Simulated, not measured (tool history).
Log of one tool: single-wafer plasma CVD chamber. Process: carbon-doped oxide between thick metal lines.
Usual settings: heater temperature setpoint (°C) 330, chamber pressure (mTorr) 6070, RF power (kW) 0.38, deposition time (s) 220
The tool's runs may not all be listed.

run	hour	heater temperature setpoint (°C)	chamber pressure (mTorr)	RF power (kW)	deposition time (s)	read-back reference wafer on the same gauge, thickness_nm	mean film thickness on the monitor wafer (nm)
1	0	330	6070	0.38	220	1119.973	981.913
2	76.6	330	6070	0.38	220	1120.015	986.824
3	127.6	330	6070	0.38	220	1120.374	981.097
# hour 135.5: gauge calibrated
4	190.8	330	6070	0.38	220	1119.789	974.015
5	237.1	330	6070	0.38	220	1118.867	968.838
# hour 349.5: thermocouple changed; heater temperature recalibrated
6	448.1	330	6070	0.38	220	1120.103	966.138
# hour 474.3: RF generator calibrated
7	534.1	330	6070	0.38	220	1119.825	1018.26
8	578.4	330	6070	0.38	220	1120.275	1016.575
9	631.9	324	6070	0.36	220	1119.81	995.87
10	728.4	330	4790	0.38	220	1119.654	970.263
11	771.1	330	6070	0.38	220	1119.878	1015.541
12	865.9	334	6070	0.41	220	1119.949	1046.991
13	933.1	344	5390	0.38	220	1119.12	946.573
14	1033.1	330	6070	0.38	197	1119.562	893.433
# hour 1280.5: showerhead replaced
15	1328.9	330	6890	0.38	220	1119.612	1011.811
16	1408.2	330	6070	0.38	220	1120.049	990.729
17	1450.6	323	7570	0.425	177	1120.183	893.042
18	1526	336	6470	0.38	220	1119.87	975.493
19	1629.1	316	5570	0.325	220	1119.945	926.025
# hour 1653.8: thermocouple changed; heater temperature recalibrated
# hour 1827: capacitance manometer re-zeroed and calibrated
20	1901.8	330	6070	0.38	220	1120.579	990.798
21	1979.7	330	7320	0.38	250	1119.632	1138.381
22	2049	336	6580	0.45	178	1120.206	870.924
23	2093	330	6640	0.355	220	1119.75	954.864
24	2200	330	7140	0.38	220	1120.735	991.394
25	2249.1	330	4640	0.435	208	1119.913	963.606
26	2569.7	330	7140	0.38	220	1120.462	983.459
27	2661.6	330	6070	0.38	220	1119.673	969.308

5 ways to go on from here, each from the tool as it stands after run 27. What would each give?
A	2662.1	330	5540	0.38	220	?	?
B	2662.1	344	5580	0.335	237	?	?
C	2662.1	330	5230	0.43	220	?	?
D	2662.1	320	6070	0.445	203	?	?
E	2662.1	325	5330	0.44	240	?	?

run	read-back reference wafer on the same gauge, thickness_nm	mean film thickness on the monitor wafer (nm)
A	1120.563	950.214
B	1120.563	920.387
C	1120.563	1009.968
D	1120.563	1002.035
E	1120.563	1136.294
Without the tool's hidden state the same runs would have given:
run	mean film thickness on the monitor wafer (nm)
A	1002.105
B	970.65
C	1062.746
D	1054.399
E	1195.674
